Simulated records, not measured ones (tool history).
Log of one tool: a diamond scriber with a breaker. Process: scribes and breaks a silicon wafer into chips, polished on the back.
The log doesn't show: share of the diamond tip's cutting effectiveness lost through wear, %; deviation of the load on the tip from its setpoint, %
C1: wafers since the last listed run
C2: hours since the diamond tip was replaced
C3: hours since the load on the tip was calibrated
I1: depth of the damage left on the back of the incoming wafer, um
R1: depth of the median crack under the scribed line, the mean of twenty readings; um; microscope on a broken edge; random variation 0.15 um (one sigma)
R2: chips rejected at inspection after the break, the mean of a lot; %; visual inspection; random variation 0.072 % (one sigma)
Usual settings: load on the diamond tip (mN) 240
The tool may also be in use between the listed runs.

Run 1, day 0.000: usual settings; C1 0; C2 301.7; C3 185.5; I1 0.02. Result: R1 9.00 um, R2 1.78 %.
Run 2, day 1.071: usual settings; C1 73; C2 327.4; C3 211.2; I1 0.04. Result: R1 9.16 um, R2 1.75 %.
Run 3, day 2.112: usual settings; C1 71; C2 352.4; C3 236.2; I1 0.04. Result: R1 9.19 um, R2 1.98 %.
Run 4, day 3.283: usual settings; C1 79; C2 380.5; C3 264.3; I1 0.05. Result: R1 9.47 um, R2 1.75 %.
Run 5, day 6.671: usual settings; C1 231; C2 461.8; C3 345.6; I1 0.03. Result: R1 9.27 um, R2 2.26 %.
Run 6, day 7.908: usual settings; C1 84; C2 491.5; C3 375.3; I1 0.03. Result: R1 9.41 um, R2 1.97 %.
Run 7, day 9.221: usual settings; C1 89; C2 523.0; C3 406.8; I1 0.05. Result: R1 9.58 um, R2 2.18 %.
Run 8, day 10.242: usual settings; C1 69; C2 547.5; C3 431.3; I1 0.03. Result: R1 9.78 um, R2 2.12 %.
Run 9, day 11.171: usual settings; C1 63; C2 569.8; C3 453.6; I1 0.03. Result: R1 9.18 um, R2 2.17 %.
At day 12.333: load on the tip recalibrated.
Run 10, day 12.354: usual settings; C1 75; C2 598.2; C3 0.5; I1 0.05. Result: R1 8.54 um, R2 0.91 %.
Run 11, day 12.921: usual settings; C1 38; C2 611.8; C3 14.1; I1 0.05. Result: R1 8.54 um, R2 1.02 %.
Run 12, day 13.467: usual settings; C1 37; C2 624.9; C3 27.2; I1 0.02. Result: R1 8.80 um, R2 0.98 %.
Run 13, day 14.175: usual settings; C1 48; C2 641.9; C3 44.2; I1 0.03. Result: R1 8.74 um, R2 1.02 %.
Run 14, day 15.567: usual settings; C1 95; C2 675.3; C3 77.6; I1 0.02. Result: R1 8.96 um, R2 1.14 %.
Run 15, day 16.500: usual settings; C1 63; C2 697.7; C3 100.0; I1 0.04. Result: R1 9.04 um, R2 1.37 %.
Run 16, day 17.546: usual settings but load on the diamond tip (mN) 260; C1 71; C2 722.8; C3 125.1; I1 0.01. Result: R1 9.58 um, R2 3.12 %.
Run 17, day 18.346: usual settings but load on the diamond tip (mN) 260; C1 54; C2 742.0; C3 144.3; I1 0.03. Result: R1 9.58 um, R2 2.96 %.
Run 18, day 19.367: usual settings but load on the diamond tip (mN) 260; C1 69; C2 766.5; C3 168.8; I1 0.03. Result: R1 9.79 um, R2 3.08 %.
Run 19, day 20.012: usual settings but load on the diamond tip (mN) 290; C1 44; C2 782.0; C3 184.3; I1 0.01. Result: R1 10.80 um, R2 7.77 %.
Run 20, day 21.183: usual settings; C1 79; C2 810.1; C3 212.4; I1 0.02. Result: R1 9.40 um, R2 1.66 %.
Run 21, day 22.533: usual settings but load on the diamond tip (mN) 186; C1 92; C2 842.5; C3 244.8; I1 0.05. Result: R1 7.51 um, R2 3.00 %.
At day 24.325: diamond tip replaced by a new one, of another model than before.
Run 22, day 24.346: usual settings; C1 118; C2 0.5; C3 288.3; I1 0.02. Result: R1 9.07 um, R2 1.52 %.
Run 23, day 25.688: usual settings but load on the diamond tip (mN) 272; C1 91; C2 32.7; C3 320.5; I1 0.03. Result: R1 9.98 um, R2 3.88 %.
At day 28.529: load on the tip recalibrated.
Run 24, day 29.808: usual settings; C1 275; C2 131.6; C3 30.7; I1 0.02. Result: R1 8.83 um, R2 1.11 %.
Run 25, day 30.904: usual settings but load on the diamond tip (mN) 259; C1 74; C2 157.9; C3 57.0; I1 0.04. Result: R1 9.37 um, R2 1.68 %.
Run 26, day 31.571: usual settings but load on the diamond tip (mN) 169; C1 45; C2 173.9; C3 73.0; I1 0.03. Result: R1 7.05 um, R2 4.90 %.
Run 27, day 32.371: usual settings but load on the diamond tip (mN) 207; C1 54; C2 193.1; C3 92.2; I1 0.02. Result: R1 8.18 um, R2 1.22 %.
Run 28, day 33.675: usual settings; C1 89; C2 224.4; C3 123.5; I1 0.02. Result: R1 8.93 um, R2 1.22 %.
Run 29, day 34.979: usual settings but load on the diamond tip (mN) 287; C1 89; C2 255.7; C3 154.8; I1 0.04. Result: R1 9.77 um, R2 4.38 %.
Run 30, day 35.483: usual settings but load on the diamond tip (mN) 306; C1 34; C2 267.8; C3 166.9; I1 0.03. Result: R1 10.79 um, R2 6.44 %.
Run 31, day 36.825: usual settings; C1 91; C2 300.0; C3 199.1; I1 0.04. Result: R1 9.38 um, R2 1.50 %.
Run 32, day 37.833: usual settings but load on the diamond tip (mN) 288; C1 68; C2 324.2; C3 223.3; I1 0.02. Result: R1 10.40 um, R2 5.39 %.
Run 33, day 38.492: usual settings but load on the diamond tip (mN) 301; C1 44; C2 340.0; C3 239.1; I1 0.03. Result: R1 10.53 um, R2 7.09 %.
Run 34, day 39.383: usual settings but load on the diamond tip (mN) 185; C1 60; C2 361.4; C3 260.5; I1 0.01. Result: R1 8.16 um, R2 2.06 %.
Run 35, day 40.021: usual settings; C1 43; C2 376.7; C3 275.8; I1 0.04. Result: R1 9.24 um, R2 1.80 %.
Run 36, day 41.238: usual settings; C1 83; C2 405.9; C3 305.0; I1 0.04. Result: R1 9.20 um, R2 1.91 %.
Run 37, day 42.208: usual settings but load on the diamond tip (mN) 192; C1 66; C2 429.2; C3 328.3; I1 0.04. Result: R1 7.85 um, R2 1.42 %.
Run 38, day 43.308: usual settings; C1 75; C2 455.6; C3 354.7; I1 0.05. Result: R1 8.97 um, R2 1.67 %.
Run 39, day 44.762: usual settings; C1 99; C2 490.5; C3 389.6; I1 0.01. Result: R1 9.42 um, R2 1.95 %.
At day 45.238: load on the tip recalibrated.
Run 40, day 45.338: usual settings but load on the diamond tip (mN) 292; C1 33; C2 504.3; C3 2.4; I1 0.04. Result: R1 9.88 um, R2 3.02 %.
Run 41, day 45.896: usual settings but load on the diamond tip (mN) 294; C1 38; C2 517.7; C3 15.8; I1 0.05. Result: R1 10.03 um, R2 3.99 %.
Run 42, day 46.942: usual settings but load on the diamond tip (mN) 306; C1 71; C2 542.8; C3 40.9; I1 0.01. Result: R1 10.36 um, R2 5.57 %.
Run 43, day 47.458: usual settings but load on the diamond tip (mN) 309; C1 35; C2 555.2; C3 53.3; I1 0.03. Result: R1 10.44 um, R2 5.95 %.

3 ways to go on from here, each from the tool as it stands after run 43. What would each give?
Run A, day 47.483: usual settings; C1 1; C2 555.8; C3 53.9; I1 0.02. Result: R1 ?, R2 ?.
Run B, day 47.483: usual settings but load on the diamond tip (mN) 263; C1 1; C2 555.8; C3 53.9; I1 0.02. Result: R1 ?, R2 ?.
Run C, day 47.483: usual settings but load on the diamond tip (mN) 277; C1 1; C2 555.8; C3 53.9; I1 0.02. Result: R1 ?, R2 ?.

run    R1    R2
  A  8.99  1.24
  B  9.52  2.31
  C  9.84  3.28
Without the tool's hidden state the same runs would have given:
run    R1    R2
  A  8.60  1.00
  B  9.11  1.42
  C  9.41  2.04

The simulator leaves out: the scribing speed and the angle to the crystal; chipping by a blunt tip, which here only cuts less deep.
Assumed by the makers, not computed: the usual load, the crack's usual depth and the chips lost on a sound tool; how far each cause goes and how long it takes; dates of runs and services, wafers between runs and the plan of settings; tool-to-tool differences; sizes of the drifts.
